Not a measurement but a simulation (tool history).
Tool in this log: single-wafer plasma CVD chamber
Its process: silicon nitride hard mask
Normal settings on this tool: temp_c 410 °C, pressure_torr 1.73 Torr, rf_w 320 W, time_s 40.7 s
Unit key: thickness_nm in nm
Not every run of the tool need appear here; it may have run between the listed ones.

run,hour,temp_c,pressure_torr,rf_w,time_s,wafers since the last listed run,hours since the last thermocouple change,hours since the last RF generator calibration,hours since the last manometer calibration,hours since the showerhead was replaced,hours since the gauge calibration,"read-back reference wafer on the same gauge, thickness_nm",thickness_nm
1,0,410,1.73,320,40.7,0,1790.5,1081.7,994.8,5308.2,588.4,49.026,53.62
# hour 52: capacitance manometer re-zeroed and calibrated
2,70.1,410,1.73,320,40.7,1431,1860.6,1151.8,18.1,5378.3,658.5,48.964,52.723
3,163.3,410,1.73,320,40.7,2148,1953.8,1245,111.3,5471.5,751.7,48.97,52.994
4,264.7,410,1.73,320,40.7,2337,2055.2,1346.4,212.7,5572.9,853.1,49.002,52.961
5,341.2,398,1.73,320,40.7,1763,2131.7,1422.9,289.2,5649.4,929.6,48.968,53.088
# hour 367.4: showerhead replaced
# hour 400.1: gauge calibrated
6,405.9,410,1.73,275,40.7,1306,2196.4,1487.6,353.9,38.5,5.8,49.023,45.971
# hour 458.9: RF generator calibrated
7,479.3,410,1.73,275,40.7,1507,2269.8,20.4,427.3,111.9,79.2,49.051,46.333
8,544,410,1.73,320,40.7,1491,2334.5,85.1,492,176.6,143.9,48.991,53.382
# hour 724.9: thermocouple changed; heater temperature recalibrated
9,795.6,410,1.49,320,37.2,5614,70.7,336.7,743.6,428.2,395.5,48.997,47.294
# hour 892.4: capacitance manometer re-zeroed and calibrated
10,892.9,410,1.73,320,40.7,2058,168,434,0.5,525.5,492.8,48.961,52.577
11,937.7,410,2.04,320,40.7,1032,212.8,478.8,45.3,570.3,537.6,48.967,55.076
12,992.5,422,1.61,340,33.8,1263,267.6,533.6,100.1,625.1,592.4,48.993,44.971
13,1053.5,415,1.57,275,40.7,1406,328.6,594.6,161.1,686.1,653.4,49.024,44.78
14,1145.5,417,1.73,320,45.9,2120,420.6,686.6,253.1,778.1,745.4,49.035,59.845

Run-by-run hidden state of the tool:
wafer temperature above the value expected at the setpoint (K): 0 in every run
delivered RF power above the setpoint (%): 0 in every run
gauge reads high (%): 0 in every run
H1: true pressure above the setpoint (%)
run,H1
1,9.59
2,0.402
3,1.21
4,2.08
5,2.74
6,3.3
7,3.93
8,4.49
9,6.66
10,-0.548
11,-0.161
12,0.311
13,0.837
14,1.63
